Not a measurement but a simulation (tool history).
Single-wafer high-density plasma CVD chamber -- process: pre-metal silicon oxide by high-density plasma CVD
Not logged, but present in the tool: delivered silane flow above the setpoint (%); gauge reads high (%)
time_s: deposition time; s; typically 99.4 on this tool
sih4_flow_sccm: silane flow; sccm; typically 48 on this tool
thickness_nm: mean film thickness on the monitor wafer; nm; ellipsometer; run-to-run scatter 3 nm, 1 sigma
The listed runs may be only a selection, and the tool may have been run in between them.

run	day	time_s	sih4_flow_sccm	wafers since the last listed run	hours since the silane flow controller was replaced	hours since the gauge calibration	read-back reference wafer on the same gauge, thickness_nm	thickness_nm
1	0	99.4	48	0	1154.5	976.9	556.33	496.121
2	4.246	99.4	48	1554	1256.4	1078.8	556.202	492.734
3	15.5	105	48	4121	1526.5	1348.9	553.822	523.164
4	19.358	105	48	1412	1619.1	1441.5	552.302	524.937
5	21.717	90.2	45	863	1675.7	1498.1	551.706	419.1
6	24.004	90.2	45	837	1730.6	1553	549.132	419.182
7	27.946	99.4	40	1443	1825.2	1647.6	548.066	405.002
8	29.625	99.4	40	614	1865.5	1687.9	549.08	409.063
9	32.167	99.4	53	930	1926.5	1748.9	546.314	538.815
10	34.904	99.4	48	1002	1992.2	1814.6	547.284	489.961
11	43.146	99.4	48	3018	2190	2012.4	544.826	487.596
12	44.862	99.4	48	628	2231.2	2053.6	544.027	486.044
13	47.908	86.3	55	1115	2304.3	2126.7	544.071	482.719
14	51.792	86.3	55	1422	2397.5	2219.9	543.346	480.396
15	54.217	86.3	55	888	2455.7	2278.1	541.417	475.729
16	57.004	92.5	45	1020	2522.6	2345	539.968	419.044
17	59.675	99.4	48	978	2586.7	2409.1	540.82	484.147
18	61.767	99.4	48	765	2636.9	2459.3	539.374	479.817
19	65.688	99.4	48	1435	2731	2553.4	538.717	482.913
20	69.821	99.4	48	1513	2830.2	2652.6	537.224	477.681
21	73.396	99.4	48	1309	2916	2738.4	536.466	475.256
22	77.358	99.4	48	1451	3011.1	2833.5	536.002	476.029
23	79.9	99.4	48	930	3072.1	2894.5	534.809	479.967
# day 81.9: gauge calibrated
24	83	91.2	41	1135	3146.5	26.4	572.387	402.319
25	84.508	111.3	56	552	3182.7	62.6	571.175	663.439
26	87.817	99.4	48	1211	3262.1	142	571.132	505.657
27	90.358	90.1	48	930	3323.1	203	569.153	459.054
28	92.892	89.9	41	927	3383.9	263.8	569.47	390.836
29	96.804	99.4	48	1432	3477.8	357.7	567.269	507.702
30	100.388	84.6	52	1312	3563.8	443.7	565.326	468.2
31	104.438	99.4	48	1483	3661	540.9	566.369	504.127
32	108.1	85.3	55	1341	3748.9	628.8	565.689	492.747
33	111.183	106.4	45	1129	3822.9	702.8	563.302	504.963
34	114.062	108.6	51	1054	3892	771.9	563.448	586.413
35	117.779	113.8	48	1361	3981.2	861.1	561.45	579.533
# day 120.308: silane flow controller replaced
36	121.129	85.5	48	1104	19.7	941.5	560.39	432.018
37	122.729	99.4	48	585	58.1	979.9	561.615	503.88
38	127.192	112.3	53	1634	165.2	1087	559.4	623.797
39	130.546	109.9	43	1228	245.7	1167.5	558.674	493.459
40	133.712	117.3	48	1159	321.7	1243.5	558.202	581.583
41	137.571	99.4	48	1412	414.3	1336.1	555.984	492.164
42	139.583	99.4	45	736	462.6	1384.4	557.012	467.204
43	143.1	117.6	39	1287	547	1468.8	555.653	480.778
44	147.058	111	55	1449	642	1563.8	553.313	638.462
45	150.5	99.4	39	1260	724.6	1646.4	552.619	397.933
46	153.775	87.8	48	1199	803.2	1725	551.653	437.311

Alternative continuations, all from the tool just after run 46; predict every row:
A	153.792	99.4	43	6	803.6	1725.4	?	?
B	153.792	119.3	54	6	803.6	1725.4	?	?
C	153.792	105.9	41	6	803.6	1725.4	?	?

run	read-back reference wafer on the same gauge, thickness_nm	thickness_nm
A	551.352	440.06
B	551.352	663.271
C	551.352	447.03
What these runs would have given with no unlogged condition in the tool:
run	thickness_nm
A	453.533
B	683.579
C	460.717
